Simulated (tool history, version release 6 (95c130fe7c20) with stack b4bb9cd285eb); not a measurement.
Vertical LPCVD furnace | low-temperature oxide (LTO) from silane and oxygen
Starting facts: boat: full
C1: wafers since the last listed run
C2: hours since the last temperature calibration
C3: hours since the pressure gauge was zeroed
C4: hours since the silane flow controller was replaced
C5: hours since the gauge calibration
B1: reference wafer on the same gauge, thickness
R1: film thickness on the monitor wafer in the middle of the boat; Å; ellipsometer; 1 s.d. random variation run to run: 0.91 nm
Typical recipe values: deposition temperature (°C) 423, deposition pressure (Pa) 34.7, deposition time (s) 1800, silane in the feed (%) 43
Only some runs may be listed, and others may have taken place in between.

Run 1, hour 0: usual settings but deposition temperature (°C) 430; C1 0; C2 3360.8; C3 3054.4; C4 6524.9; C5 596.8; B1 447.83. Result: R1 5013.1 Å.
Run 2, hour 17.4: usual settings but deposition temperature (°C) 430; C1 143; C2 3378.2; C3 3071.8; C4 6542.3; C5 614.2; B1 448.09. Result: R1 5013.9 Å.
Run 3, hour 29.7: usual settings; C1 101; C2 3390.5; C3 3084.1; C4 6554.6; C5 626.5; B1 447.82. Result: R1 4681.1 Å.
Run 4, hour 50.7: usual settings; C1 172; C2 3411.5; C3 3105.1; C4 6575.6; C5 647.5; B1 447.85. Result: R1 4703.1 Å.
Run 5, hour 67.3: usual settings; C1 136; C2 3428.1; C3 3121.7; C4 6592.2; C5 664.1; B1 448.32. Result: R1 4677.1 Å.
At hour 101.9: pressure gauge zeroed.
Run 6, hour 102.4: usual settings but deposition time (s) 1230, silane in the feed (%) 36; C1 91; C2 3463.2; C3 0.5; C4 6627.3; C5 699.2; B1 448.22. Result: R1 2448.1 Å.
Run 7, hour 107.5: usual settings but deposition time (s) 1230, silane in the feed (%) 36; C1 41; C2 3468.3; C3 5.6; C4 6632.4; C5 704.3; B1 447.98. Result: R1 2451.7 Å.
Run 8, hour 118.5: usual settings but deposition time (s) 1230, silane in the feed (%) 36; C1 90; C2 3479.3; C3 16.6; C4 6643.4; C5 715.3; B1 448.21. Result: R1 2454.6 Å.
Run 9, hour 134.7: usual settings; C1 133; C2 3495.5; C3 32.8; C4 6659.6; C5 731.5; B1 447.97. Result: R1 4375.9 Å.
At hour 137.2: gauge calibrated.
At hour 158.8: thermocouples replaced and temperature profile calibrated.
At hour 173.2: silane flow controller replaced.
Run 10, hour 173.7: usual settings but deposition temperature (°C) 418, deposition pressure (Pa) 41.3, silane in the feed (%) 37; C1 4; C2 14.9; C3 71.8; C4 0.5; C5 36.5; B1 447.85. Result: R1 4198.4 Å.
Run 11, hour 178.8: usual settings but silane in the feed (%) 39; C1 41; C2 20; C3 76.9; C4 5.6; C5 41.6; B1 448.2. Result: R1 3948.9 Å.
Run 12, hour 183.9: usual settings but deposition pressure (Pa) 30, deposition time (s) 1110; C1 41; C2 25.1; C3 82; C4 10.7; C5 46.7; B1 447.7. Result: R1 2342.5 Å.
Run 13, hour 189.1: usual settings but deposition pressure (Pa) 42.7; C1 42; C2 30.3; C3 87.2; C4 15.9; C5 51.9; B1 448.13. Result: R1 5419 Å.
Run 14, hour 198: usual settings but deposition temperature (°C) 413, deposition pressure (Pa) 31.3, deposition time (s) 2220, silane in the feed (%) 39; C1 73; C2 39.2; C3 96.1; C4 24.8; C5 60.8; B1 447.94. Result: R1 3961.1 Å.
Run 15, hour 215: usual settings but deposition temperature (°C) 430; C1 139; C2 56.2; C3 113.1; C4 41.8; C5 77.8; B1 448.34. Result: R1 4693 Å.
Run 16, hour 232.4: usual settings but deposition temperature (°C) 432, deposition pressure (Pa) 28, deposition time (s) 2250; C1 143; C2 73.6; C3 130.5; C4 59.2; C5 95.2; B1 447.78. Result: R1 4820.4 Å.
Run 17, hour 247.1: usual settings; C1 120; C2 88.3; C3 145.2; C4 73.9; C5 109.9; B1 448.39. Result: R1 4389.2 Å.
Run 18, hour 260: usual settings; C1 106; C2 101.2; C3 158.1; C4 86.8; C5 122.8; B1 448.05. Result: R1 4391.3 Å.
Run 19, hour 269.1: usual settings but deposition pressure (Pa) 31.3; C1 74; C2 110.3; C3 167.2; C4 95.9; C5 131.9; B1 448.19. Result: R1 3949.3 Å.
Run 20, hour 280.5: usual settings but deposition pressure (Pa) 41.3, deposition time (s) 1200, silane in the feed (%) 37; C1 93; C2 121.7; C3 178.6; C4 107.3; C5 143.3; B1 447.78. Result: R1 2960.2 Å.
Run 21, hour 294.3: usual settings but deposition time (s) 1620, silane in the feed (%) 50; C1 113; C2 135.5; C3 192.4; C4 121.1; C5 157.1; B1 448.17. Result: R1 4508.2 Å.
Run 22, hour 310.5: usual settings but silane in the feed (%) 40; C1 133; C2 151.7; C3 208.6; C4 137.3; C5 173.3; B1 448.46. Result: R1 4050.5 Å.
Run 23, hour 331.8: usual settings but deposition temperature (°C) 433, deposition pressure (Pa) 42.7, silane in the feed (%) 36; C1 175; C2 173; C3 229.9; C4 158.6; C5 194.6; B1 447.55. Result: R1 4883.6 Å.
Run 24, hour 351.4: usual settings; C1 161; C2 192.6; C3 249.5; C4 178.2; C5 214.2; B1 448.02. Result: R1 4386.7 Å.
Run 25, hour 369.3: usual settings; C1 147; C2 210.5; C3 267.4; C4 196.1; C5 232.1; B1 448.17. Result: R1 4370.5 Å.
Run 26, hour 384: usual settings but deposition temperature (°C) 426, deposition time (s) 1500; C1 120; C2 225.2; C3 282.1; C4 210.8; C5 246.8; B1 448.11. Result: R1 3750.8 Å.
Run 27, hour 400.2: usual settings but deposition pressure (Pa) 38.7; C1 133; C2 241.4; C3 298.3; C4 227; C5 263; B1 447.86. Result: R1 4884.7 Å.
Run 28, hour 410.7: usual settings but deposition time (s) 2490, silane in the feed (%) 38; C1 86; C2 251.9; C3 308.8; C4 237.5; C5 273.5; B1 448.05. Result: R1 5308.1 Å.
Run 29, hour 424: usual settings but silane in the feed (%) 38; C1 109; C2 265.2; C3 322.1; C4 250.8; C5 286.8; B1 447.98. Result: R1 3830.3 Å.
Run 30, hour 442.2: usual settings; C1 149; C2 283.4; C3 340.3; C4 269; C5 305; B1 447.84. Result: R1 4374 Å.
Run 31, hour 454.6: usual settings but deposition pressure (Pa) 40, deposition time (s) 1590, silane in the feed (%) 35; C1 101; C2 295.8; C3 352.7; C4 281.4; C5 317.4; B1 448. Result: R1 3540.1 Å.
Run 32, hour 467: usual settings but deposition temperature (°C) 418, deposition pressure (Pa) 41.3, silane in the feed (%) 37; C1 101; C2 308.2; C3 365.1; C4 293.8; C5 329.8; B1 448.07. Result: R1 4182.8 Å.

What if the next run were any one of these 3? Each begins from the tool's condition after run 32:
Run A, hour 472.2: usual settings but deposition pressure (Pa) 28; C1 42; C2 313.4; C3 370.3; C4 299; C5 335; B1 ?. Result: R1 ?.
Run B, hour 472.2: usual settings but deposition temperature (°C) 431, deposition pressure (Pa) 36.7, deposition time (s) 1470, silane in the feed (%) 39; C1 42; C2 313.4; C3 370.3; C4 299; C5 335; B1 ?. Result: R1 ?.
Run C, hour 472.2: usual settings but deposition temperature (°C) 418, deposition pressure (Pa) 26, silane in the feed (%) 48; C1 42; C2 313.4; C3 370.3; C4 299; C5 335; B1 ?. Result: R1 ?.

run      B1      R1
  A  448.03  3544.5
  B  448.03  3702.7
  C  448.03  3469.7
The same runs, with their run-to-run variation unchanged, on a tool lacking any hidden condition would have given:
run      R1
  A  3574.5
  B  3726.6
  C  3501.4
